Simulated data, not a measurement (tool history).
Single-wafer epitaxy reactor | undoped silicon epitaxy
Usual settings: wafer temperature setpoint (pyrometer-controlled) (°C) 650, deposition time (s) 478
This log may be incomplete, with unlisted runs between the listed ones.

run,day,wafer temperature setpoint (pyrometer-controlled) (°C),deposition time (s),wafers since the last listed run,hours since the last pyrometer calibration,hours since the gauge calibration,"read-back reference wafer on the same gauge, thickness_nm",mean film thickness on the monitor wafer (Å)
1,0.000,641,478,0,1191.2,177.0,83.795,548.41
2,0.838,641,478,114,1211.3,197.1,83.544,546.82
3,1.362,641,478,71,1223.9,209.7,83.701,555.67
4,2.496,650,478,154,1251.1,236.9,83.756,652.66
5,3.942,650,478,196,1285.8,271.6,83.902,652.41
6,4.738,650,478,108,1304.9,290.7,83.969,654.36
7,5.575,650,478,114,1325.0,310.8,83.808,651.48
8,6.938,653,523,185,1357.7,343.5,83.804,757.62
9,8.258,653,523,179,1389.4,375.2,83.845,758.59
# day 9.229: pyrometer calibrated
10,9.250,650,478,89,0.5,399.0,83.741,717.98
11,9.838,650,478,80,14.6,413.1,83.626,709.85
12,11.029,650,546,162,43.2,441.7,83.728,813.69
13,12.204,650,546,160,71.4,469.9,83.795,804.97
14,13.538,645,394,181,103.4,501.9,83.859,523.55
15,14.975,636,405,195,137.9,536.4,83.881,450.76
16,15.571,641,478,81,152.2,550.7,83.922,582.44
17,16.879,661,539,178,183.6,582.1,83.815,959.79
# day 17.608: gauge calibrated
18,17.733,653,523,116,204.1,3.0,83.682,803.10
19,22.108,650,478,595,309.1,108.0,83.911,679.32
20,22.783,660,439,91,325.3,124.2,83.621,759.38
21,24.058,650,478,173,355.9,154.8,83.913,680.06
22,24.642,650,405,79,369.9,168.8,83.819,574.86
23,25.642,641,478,136,393.9,192.8,83.906,567.53
24,26.238,644,435,81,408.2,207.1,83.904,544.16

Forecast run 25:
25,27.600,636,478,185,440.9,239.8,?,?

read-back reference wafer on the same gauge, thickness_nm: 83.810
mean film thickness on the monitor wafer (Å): 510.38
With no hidden state in the tool, this same run would have given mean film thickness on the monitor wafer (Å) 547.58.
